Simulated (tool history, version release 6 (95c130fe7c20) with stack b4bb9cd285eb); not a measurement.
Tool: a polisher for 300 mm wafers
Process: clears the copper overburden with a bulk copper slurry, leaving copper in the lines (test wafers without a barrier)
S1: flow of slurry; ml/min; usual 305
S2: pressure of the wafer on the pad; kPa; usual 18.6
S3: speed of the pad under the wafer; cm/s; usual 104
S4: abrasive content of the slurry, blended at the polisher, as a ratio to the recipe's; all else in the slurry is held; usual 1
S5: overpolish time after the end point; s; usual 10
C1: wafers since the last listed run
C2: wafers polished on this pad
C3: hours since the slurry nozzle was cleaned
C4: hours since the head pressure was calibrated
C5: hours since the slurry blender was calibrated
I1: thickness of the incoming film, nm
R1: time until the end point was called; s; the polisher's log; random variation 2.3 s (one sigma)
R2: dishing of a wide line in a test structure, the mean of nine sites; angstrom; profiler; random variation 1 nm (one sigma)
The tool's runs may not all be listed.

| run | day | S1 | S2 | S3 | S4 | S5 | C1 | C2 | C3 | C4 | C5 | I1 | R1 | R2 |
|---|---|---|---|---|---|---|---|---|---|---|---|---|---|---|
| 1 | 0 | 360 | 18.6 | 104 | 1 | 10 | 0 | 22 | 350.9 | 759.9 | 189.5 | 1043.1 | 124 | 471 |
|  | 1.338 | slurry blender recalibrated |
|  | 2.204 | slurry nozzle cleaned |
| 2 | 2.742 | 360 | 18.6 | 104 | 1 | 10 | 406 | 428 | 12.9 | 825.7 | 33.7 | 1032.2 | 122.8 | 440 |
|  | 5.029 | worn pad replaced by a new one |
| 3 | 5.442 | 305 | 18.6 | 104 | 1 | 10 | 393 | 64 | 77.7 | 890.5 | 98.5 | 1026.5 | 133 | 429 |
| 4 | 7.317 | 305 | 18.6 | 104 | 1 | 10 | 291 | 355 | 122.7 | 935.5 | 143.5 | 1027.3 | 138.4 | 407 |
| 5 | 9.938 | 305 | 18.6 | 104 | 1 | 10 | 406 | 762 | 185.6 | 998.4 | 206.4 | 1026.9 | 140.1 | 428 |
|  | 10.675 | slurry blender recalibrated |
|  | 10.917 | worn pad replaced by a new one, repeated, since the last time left the tool worse |
| 6 | 12.796 | 305 | 18.6 | 104 | 1 | 10 | 404 | 291 | 254.2 | 1067 | 50.9 | 1047.5 | 124.6 | 447 |
| 7 | 14.592 | 305 | 18.6 | 104 | 1 | 10 | 278 | 570 | 297.3 | 1110.1 | 94 | 1054.4 | 128.1 | 434 |
|  | 15.75 | head pressure recalibrated |
|  | 15.883 | worn pad replaced by a new one |
| 8 | 15.904 | 305 | 18.6 | 104 | 1 | 10 | 170 | 3 | 328.8 | 3.7 | 125.5 | 1022.5 | 121 | 461 |
| 9 | 17.192 | 305 | 12.4 | 124 | 1.25 | 10 | 199 | 203 | 359.7 | 34.6 | 156.4 | 1030 | 148.1 | 398 |
| 10 | 19.021 | 305 | 13.1 | 126 | 1 | 10 | 283 | 487 | 403.6 | 78.5 | 200.3 | 1029 | 152.6 | 399 |
|  | 19.592 | slurry nozzle cleaned |
|  | 19.938 | slurry blender recalibrated |
| 11 | 20.246 | 305 | 18.6 | 104 | 1 | 10 | 170 | 657 | 15.7 | 107.9 | 7.4 | 1037.3 | 124.3 | 453 |
|  | 21.617 | worn pad replaced by a new one |
| 12 | 22.608 | 210 | 18.6 | 104 | 1 | 10 | 340 | 153 | 72.4 | 164.6 | 64.1 | 1036.2 | 126.9 | 453 |
| 13 | 24.717 | 330 | 18.6 | 104 | 1 | 15 | 327 | 480 | 123 | 215.2 | 114.7 | 1033.3 | 121.7 | 572 |
| 14 | 25.742 | 305 | 22.8 | 118 | 0.85 | 10 | 159 | 640 | 147.6 | 239.8 | 139.3 | 1015.3 | 93.3 | 567 |
|  | 26.188 | worn pad replaced by a new one |
| 15 | 26.85 | 305 | 18.6 | 120 | 1 | 13 | 146 | 102 | 174.2 | 266.4 | 165.9 | 1024.8 | 104.2 | 628 |

How the hidden state differs across the entries between the runs, from the last listed run before each to the first after it:
Between runs 1 and 2: slurry blender recalibrated (day 1.338); slurry nozzle cleaned (day 2.204)
  removal rate lost through wear of the pad, %: 0.883 -> 3.64
  measured less the result without the state, R1: +1.1 -> +4.5 s; R2: -2 -> -12 angstrom
Between runs 2 and 3: worn pad replaced by a new one (day 5.029)
  removal rate lost through wear of the pad, %: 3.64 -> 10.2
  measured less the result without the state, R1: +4.5 -> +13.5 s; R2: -12 -> -33 angstrom
Between runs 5 and 6: slurry blender recalibrated (day 10.675); worn pad replaced by a new one, repeated, since the last time left the tool worse (day 10.917)
  removal rate lost through wear of the pad, %: 14.7 -> 2.81
  measured less the result without the state, R1: +20.6 -> +3.5 s; R2: -50 -> -9 angstrom
Between runs 7 and 8: head pressure recalibrated (day 15.75); worn pad replaced by a new one (day 15.883)
  removal rate lost through wear of the pad, %: 4.61 -> 0.714
  measured less the result without the state, R1: +6 -> +0.8 s; R2: -14 -> -2 angstrom
Between runs 10 and 11: slurry nozzle cleaned (day 19.592); slurry blender recalibrated (day 19.938)
  removal rate lost through wear of the pad, %: 3.84 -> 5.07
  measured less the result without the state, R1: +5.9 -> +6.3 s; R2: -11 -> -17 angstrom
Between runs 11 and 12: worn pad replaced by a new one (day 21.617)
  removal rate lost through wear of the pad, %: 5.07 -> 2.15
  measured less the result without the state, R1: +6.3 -> +2.7 s; R2: -17 -> -7 angstrom
Between runs 14 and 15: worn pad replaced by a new one (day 26.188)
  removal rate lost through wear of the pad, %: 5.3 -> 0.849
  measured less the result without the state, R1: +4.9 -> +0.9 s; R2: -19 -> -2 angstrom
